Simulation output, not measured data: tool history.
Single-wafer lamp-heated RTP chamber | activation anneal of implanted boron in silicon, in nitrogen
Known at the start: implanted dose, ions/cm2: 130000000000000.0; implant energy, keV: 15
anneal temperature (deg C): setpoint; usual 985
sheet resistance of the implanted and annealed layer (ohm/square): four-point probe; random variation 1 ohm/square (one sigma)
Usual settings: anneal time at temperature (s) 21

run	hour	anneal temperature (deg C)	anneal time at temperature (s)	wafers since the last listed run	wafers since the last pyrometer calibration	wafers since the reflector plate was cleaned	hours since the gauge calibration	read-back reference wafer on the same gauge, sheet resistance	sheet resistance of the implanted and annealed layer (ohm/square)
1	0.0	967	21	0	2770	5526	1045.2	662.01	674.91
2	77.3	997	30	1703	4474	7229	1122.5	661.86	661.60
# hour 121.5: reflector plate cleaned
3	144.7	997	30	1308	5783	511	1189.9	662.03	661.04
# hour 191.8: pyrometer window cleaned and pyrometer calibrated
4	245.7	985	21	2049	1187	2561	1290.9	662.02	665.33
5	288.4	998	14	940	2128	3501	1333.6	661.92	662.83
6	355.3	998	14	1474	3603	4976	1400.5	661.77	662.70
7	399.5	998	14	974	4577	5950	1444.7	661.88	663.33
# hour 457.0: reflector plate cleaned
# hour 563.9: pyrometer window cleaned and pyrometer calibrated
8	615.2	1001	21	4400	1129	3309	1660.4	662.40	662.65
9	690.7	994	16	1663	2793	4973	1735.9	661.92	662.25
# hour 781.7: gauge calibrated
10	797.3	985	32	2349	5142	7322	15.6	661.66	662.41
# hour 812.7: reflector plate cleaned
# hour 862.0: pyrometer window cleaned and pyrometer calibrated
11	903.0	985	21	1976	902	1812	121.3	662.18	665.09
12	979.4	993	30	1683	2586	3496	197.7	662.11	662.64

Forecast run 13:
13	1074.5	976	21	2095	4682	5592	292.8	?	?

{"run 13": {"read-back reference wafer on the same gauge, sheet resistance": 662.2, "sheet resistance of the implanted and annealed layer (ohm/square)": 667.47}}
Without the tool's hidden state the same run would have given sheet resistance of the implanted and annealed layer (ohm/square) 667.47.
